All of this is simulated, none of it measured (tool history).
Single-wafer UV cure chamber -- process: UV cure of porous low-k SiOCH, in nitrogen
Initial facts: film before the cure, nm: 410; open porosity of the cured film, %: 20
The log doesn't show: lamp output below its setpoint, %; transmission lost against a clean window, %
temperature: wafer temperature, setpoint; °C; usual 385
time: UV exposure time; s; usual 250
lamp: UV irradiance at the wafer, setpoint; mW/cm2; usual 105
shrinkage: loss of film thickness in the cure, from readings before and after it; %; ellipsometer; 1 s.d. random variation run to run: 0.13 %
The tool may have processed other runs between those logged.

run   hour  temperature  time  lamp  wafers since the last listed run  hours since the UV bulbs were replaced  wafers since the quartz window was cleaned  shrinkage
  1      0          385   175   133                                 0                                     913                                        1032      9.441
  2    8.8          385   175   133                               102                                   921.8                                        1135      9.426
  3   26.1          385   175   133                               201                                   939.1                                        1336      9.097
  4   36.9          385   250   105                               125                                   949.9                                        1461      9.675
  5   47.2          385   250   105                               119                                   960.2                                        1581      9.672
  6   58.7          372   250   105                               133                                   971.7                                        1715      9.438
  7   66.9          372   250   105                                95                                   979.9                                        1810      9.306
  8   82.4          372   250   105                               180                                   995.4                                        1991      9.165
  9   88.7          396   250    89                                73                                  1001.7                                        2064       8.98
 10  103.9          396   250    89                               176                                  1016.9                                        2241      8.673
 11  114.8          385   250   105                               126                                  1027.8                                        2368      9.114
     126.5  -- quartz window cleaned
 12  130.2          385   250   105                                86                                  1043.2                                          43     10.024
 13    144          385   250   105                               160                                    1057                                         203        9.8
 14    154          385   250   105                               116                                    1067                                         319      9.908
 15  176.9          385   250   105                               266                                  1089.9                                         586      9.674
 16  186.7          385   250   105                               114                                  1099.7                                         700      9.691
     203.1  -- UV bulbs replaced
 17  203.6          385   250   105                               103                                     0.5                                         803     11.426
 18  210.3          385   250   105                                77                                     7.2                                         881     11.416
 19  225.8          385   250   105                               180                                    22.7                                        1062      11.33
 20  235.9          385   250    93                               117                                    32.8                                        1179     10.933
 21    249          385   250   105                               152                                    45.9                                        1331     11.418
 22  258.8          378   345   124                               114                                    55.7                                        1445     13.404
 23  264.8          385   250   105                                69                                    61.7                                        1515     11.122
 24  277.1          385   250   105                               143                                      74                                        1658     11.187
 25  293.8          371   250    68                               194                                    90.7                                        1853      8.813
 26  307.9          373   250    90                               164                                   104.8                                        2017       9.99
 27  315.1          385   175   105                                83                                     112                                        2100       9.29
 28  328.6          385   325   105                               157                                   125.5                                        2257     12.077
 29  338.2          385   250   105                               111                                   135.1                                        2369      10.71
 30    353          385   250   141                               172                                   149.9                                        2541      12.26
     362.1  -- quartz window cleaned
 31  366.1          404   150   105                                59                                     163                                          46      9.489
 32  372.8          377   150   144                                77                                   169.7                                         124     10.646
 33  390.5          385   250   105                               205                                   187.4                                         330     11.526
 34  402.6          403   185    70                               140                                   199.5                                         471      8.712
 35  418.2          401   160    79                               181                                   215.1                                         652      8.427
 36  436.1          404   350    75                               208                                     233                                         860     11.511
 37  445.1          371   250    68                               104                                     242                                         965      8.897
 38  460.2          385   140   105                               175                                   257.1                                        1141      8.511
 39  469.8          404   365   105                               111                                   266.7                                        1252     13.334
 40  482.4          385   250   105                               146                                   279.3                                        1399     10.944
 41  500.2          365   190   105                               207                                   297.1                                        1606      9.296

Hidden condition of the tool, last listed run before each entry between runs versus first listed run after:
Between runs 11 and 12: quartz window cleaned (hour 126.5)
  lamp output below its setpoint, %: 34.9 -> 35.4; transmission lost against a clean window, %: 17.9 -> 2.08
  measured less the result without the state, shrinkage: -2.808 -> -2.111 %
Between runs 16 and 17: UV bulbs replaced (hour 203.1)
  lamp output below its setpoint, %: 37.3 -> 1.9; transmission lost against a clean window, %: 6.82 -> 8.24
  measured less the result without the state, shrinkage: -2.472 -> -0.486 %
Between runs 30 and 31: quartz window cleaned (hour 362.1)
  lamp output below its setpoint, %: 6.92 -> 7.36; transmission lost against a clean window, %: 20.8 -> 1.46
  measured less the result without the state, shrinkage: -1.485 -> -0.399 %
